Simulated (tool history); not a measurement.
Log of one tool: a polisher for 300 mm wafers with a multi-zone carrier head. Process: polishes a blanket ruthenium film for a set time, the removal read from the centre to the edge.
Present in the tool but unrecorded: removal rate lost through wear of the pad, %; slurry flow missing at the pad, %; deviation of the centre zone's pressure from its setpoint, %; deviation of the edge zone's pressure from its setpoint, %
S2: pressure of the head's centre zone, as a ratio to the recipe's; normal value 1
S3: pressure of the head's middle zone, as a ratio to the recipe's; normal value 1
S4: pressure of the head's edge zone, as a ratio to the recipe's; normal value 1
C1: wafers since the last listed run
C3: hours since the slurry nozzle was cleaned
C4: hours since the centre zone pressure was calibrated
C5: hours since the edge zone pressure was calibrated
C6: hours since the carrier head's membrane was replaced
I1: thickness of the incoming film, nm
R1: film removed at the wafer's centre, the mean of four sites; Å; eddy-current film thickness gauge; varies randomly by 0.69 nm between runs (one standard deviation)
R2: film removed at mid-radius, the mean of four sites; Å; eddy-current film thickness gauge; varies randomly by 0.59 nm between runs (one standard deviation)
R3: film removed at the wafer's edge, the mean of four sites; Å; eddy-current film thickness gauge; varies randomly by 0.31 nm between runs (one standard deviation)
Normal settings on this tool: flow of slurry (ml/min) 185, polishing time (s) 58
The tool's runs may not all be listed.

{"run": 1, "hour": 0.0, "flow of slurry (ml/min)": 185, "S2": 1, "S3": 1, "S4": 1, "polishing time (s)": 43, "C1": 0, "wafers polished on this pad": 316, "C3": 270.8, "C4": 312.2, "C5": 705.8, "C6": 1189.1, "I1": 460.9, "R1": 369, "R2": 375, "R3": 366}
{"run": 2, "hour": 46.9, "flow of slurry (ml/min)": 185, "S2": 1, "S3": 1.08, "S4": 1, "polishing time (s)": 51, "C1": 375, "wafers polished on this pad": 692, "C3": 317.7, "C4": 359.1, "C5": 752.7, "C6": 1236, "I1": 467.1, "R1": 439, "R2": 471, "R3": 434}
{"run": 3, "hour": 141.7, "flow of slurry (ml/min)": 185, "S2": 1, "S3": 1.08, "S4": 1, "polishing time (s)": 51, "C1": 759, "wafers polished on this pad": 1451, "C3": 412.5, "C4": 453.9, "C5": 847.5, "C6": 1330.8, "I1": 478.4, "R1": 438, "R2": 468, "R3": 435}
{"hour": 167.1, "done": "edge zone pressure recalibrated"}
{"run": 4, "hour": 206.5, "flow of slurry (ml/min)": 185, "S2": 1, "S3": 1.08, "S4": 1, "polishing time (s)": 51, "C1": 503, "wafers polished on this pad": 1954, "C3": 477.3, "C4": 518.7, "C5": 39.4, "C6": 1395.6, "I1": 466.8, "R1": 423, "R2": 463, "R3": 432}
{"run": 5, "hour": 270.3, "flow of slurry (ml/min)": 185, "S2": 1, "S3": 1, "S4": 1, "polishing time (s)": 58, "C1": 511, "wafers polished on this pad": 2466, "C3": 541.1, "C4": 582.5, "C5": 103.2, "C6": 1459.4, "I1": 470.2, "R1": 496, "R2": 495, "R3": 497}
{"hour": 296.6, "done": "slurry nozzle cleaned"}
{"hour": 316.9, "done": "worn pad replaced by a new one"}
{"run": 6, "hour": 344.9, "flow of slurry (ml/min)": 185, "S2": 1, "S3": 1, "S4": 1, "polishing time (s)": 58, "C1": 557, "wafers polished on this pad": 224, "C3": 48.3, "C4": 657.1, "C5": 177.8, "C6": 1534, "I1": 472.6, "R1": 496, "R2": 495, "R3": 490}
{"run": 7, "hour": 402.4, "flow of slurry (ml/min)": 185, "S2": 1, "S3": 1, "S4": 1, "polishing time (s)": 58, "C1": 460, "wafers polished on this pad": 684, "C3": 105.8, "C4": 714.6, "C5": 235.3, "C6": 1591.5, "I1": 466.2, "R1": 498, "R2": 500, "R3": 497}
{"hour": 442.2, "done": "centre zone pressure recalibrated"}
{"hour": 584.2, "done": "worn pad replaced by a new one"}
{"run": 8, "hour": 586.0, "flow of slurry (ml/min)": 185, "S2": 1, "S3": 1, "S4": 1, "polishing time (s)": 58, "C1": 1422, "wafers polished on this pad": 14, "C3": 289.4, "C4": 143.8, "C5": 418.9, "C6": 1775.1, "I1": 472.1, "R1": 498, "R2": 501, "R3": 494}
{"run": 9, "hour": 679.0, "flow of slurry (ml/min)": 185, "S2": 1, "S3": 1, "S4": 1, "polishing time (s)": 58, "C1": 745, "wafers polished on this pad": 759, "C3": 382.4, "C4": 236.8, "C5": 511.9, "C6": 1868.1, "I1": 468.5, "R1": 495, "R2": 505, "R3": 496}
{"hour": 743.3, "done": "carrier head's membrane replaced by a new one"}
{"run": 10, "hour": 757.0, "flow of slurry (ml/min)": 185, "S2": 1, "S3": 1, "S4": 1, "polishing time (s)": 58, "C1": 584, "wafers polished on this pad": 1344, "C3": 460.4, "C4": 314.8, "C5": 589.9, "C6": 13.7, "I1": 468.8, "R1": 491, "R2": 504, "R3": 491}
{"run": 11, "hour": 811.5, "flow of slurry (ml/min)": 185, "S2": 1, "S3": 1, "S4": 0.91, "polishing time (s)": 69, "C1": 436, "wafers polished on this pad": 1781, "C3": 514.9, "C4": 369.3, "C5": 644.4, "C6": 68.2, "I1": 459, "R1": 597, "R2": 603, "R3": 559}
{"hour": 851.4, "done": "worn pad replaced by a new one"}
{"run": 12, "hour": 886.0, "flow of slurry (ml/min)": 120, "S2": 0.91, "S3": 1, "S4": 1.12, "polishing time (s)": 58, "C1": 564, "wafers polished on this pad": 277, "C3": 589.4, "C4": 443.8, "C5": 718.9, "C6": 142.7, "I1": 476.1, "R1": 434, "R2": 467, "R3": 503}
{"hour": 897.3, "done": "slurry nozzle cleaned"}
{"run": 13, "hour": 989.1, "flow of slurry (ml/min)": 185, "S2": 1, "S3": 1.08, "S4": 1, "polishing time (s)": 51, "C1": 818, "wafers polished on this pad": 1095, "C3": 91.8, "C4": 546.9, "C5": 822, "C6": 245.8, "I1": 470.7, "R1": 424, "R2": 474, "R3": 432}
{"run": 14, "hour": 1058.6, "flow of slurry (ml/min)": 185, "S2": 0.94, "S3": 1.12, "S4": 1.1, "polishing time (s)": 44, "C1": 556, "wafers polished on this pad": 1652, "C3": 161.3, "C4": 616.4, "C5": 891.5, "C6": 315.3, "I1": 470, "R1": 355, "R2": 417, "R3": 392}
{"hour": 1135.2, "done": "centre zone pressure recalibrated"}
{"hour": 1147.1, "done": "worn pad replaced by a new one"}
{"run": 15, "hour": 1147.6, "flow of slurry (ml/min)": 160, "S2": 1, "S3": 1, "S4": 1, "polishing time (s)": 58, "C1": 665, "wafers polished on this pad": 3, "C3": 250.3, "C4": 12.4, "C5": 980.5, "C6": 404.3, "I1": 478.8, "R1": 485, "R2": 498, "R3": 492}
{"hour": 1172.0, "done": "edge zone pressure recalibrated"}
{"run": 16, "hour": 1243.7, "flow of slurry (ml/min)": 185, "S2": 1, "S3": 1, "S4": 1, "polishing time (s)": 58, "C1": 753, "wafers polished on this pad": 757, "C3": 346.4, "C4": 108.5, "C5": 71.7, "C6": 500.4, "I1": 468.5, "R1": 485, "R2": 511, "R3": 496}
{"run": 17, "hour": 1324.2, "flow of slurry (ml/min)": 185, "S2": 1.06, "S3": 1.04, "S4": 1, "polishing time (s)": 58, "C1": 644, "wafers polished on this pad": 1402, "C3": 426.9, "C4": 189, "C5": 152.2, "C6": 580.9, "I1": 468.5, "R1": 540, "R2": 523, "R3": 490}
{"run": 18, "hour": 1361.8, "flow of slurry (ml/min)": 250, "S2": 1, "S3": 1, "S4": 1, "polishing time (s)": 58, "C1": 301, "wafers polished on this pad": 1703, "C3": 464.5, "C4": 226.6, "C5": 189.8, "C6": 618.5, "I1": 470, "R1": 520, "R2": 515, "R3": 501}
{"hour": 1443.5, "done": "worn pad replaced by a new one"}
{"run": 19, "hour": 1446.3, "flow of slurry (ml/min)": 185, "S2": 1, "S3": 1, "S4": 0.94, "polishing time (s)": 58, "C1": 644, "wafers polished on this pad": 22, "C3": 549, "C4": 311.1, "C5": 274.3, "C6": 703, "I1": 469.8, "R1": 499, "R2": 500, "R3": 477}
{"hour": 1478.6, "done": "slurry nozzle cleaned"}
{"run": 20, "hour": 1514.6, "flow of slurry (ml/min)": 185, "S2": 1, "S3": 1, "S4": 1, "polishing time (s)": 48, "C1": 539, "wafers polished on this pad": 561, "C3": 36, "C4": 379.4, "C5": 342.6, "C6": 771.3, "I1": 466.3, "R1": 416, "R2": 409, "R3": 411}
{"run": 21, "hour": 1571.4, "flow of slurry (ml/min)": 185, "S2": 1, "S3": 1.08, "S4": 1, "polishing time (s)": 51, "C1": 455, "wafers polished on this pad": 1016, "C3": 92.8, "C4": 436.2, "C5": 399.4, "C6": 828.1, "I1": 460.5, "R1": 436, "R2": 476, "R3": 435}

Here are 3 independent what-if runs from the current tool condition. What would each one return?
{"run": "A", "hour": 1571.8, "flow of slurry (ml/min)": 185, "S2": 1.11, "S3": 1, "S4": 1, "polishing time (s)": 58, "C1": 3, "wafers polished on this pad": 1020, "C3": 93.2, "C4": 436.6, "C5": 399.8, "C6": 828.5, "I1": 478.8, "R1": "?", "R2": "?", "R3": "?"}
{"run": "B", "hour": 1571.8, "flow of slurry (ml/min)": 130, "S2": 1.06, "S3": 1, "S4": 1, "polishing time (s)": 44, "C1": 3, "wafers polished on this pad": 1020, "C3": 93.2, "C4": 436.6, "C5": 399.8, "C6": 828.5, "I1": 478.8, "R1": "?", "R2": "?", "R3": "?"}
{"run": "C", "hour": 1571.8, "flow of slurry (ml/min)": 235, "S2": 1.1, "S3": 0.93, "S4": 1, "polishing time (s)": 58, "C1": 3, "wafers polished on this pad": 1020, "C3": 93.2, "C4": 436.6, "C5": 399.8, "C6": 828.5, "I1": 478.8, "R1": "?", "R2": "?", "R3": "?"}

run=A R1=558 R2=492 R3=493
run=B R1=387 R2=359 R3=364
run=C R1=567 R2=474 R3=503
Without the tool's unlogged condition, the same runs would have read:
run=A R1=558 R2=492 R3=493
run=B R1=387 R2=359 R3=364
run=C R1=567 R2=474 R3=503

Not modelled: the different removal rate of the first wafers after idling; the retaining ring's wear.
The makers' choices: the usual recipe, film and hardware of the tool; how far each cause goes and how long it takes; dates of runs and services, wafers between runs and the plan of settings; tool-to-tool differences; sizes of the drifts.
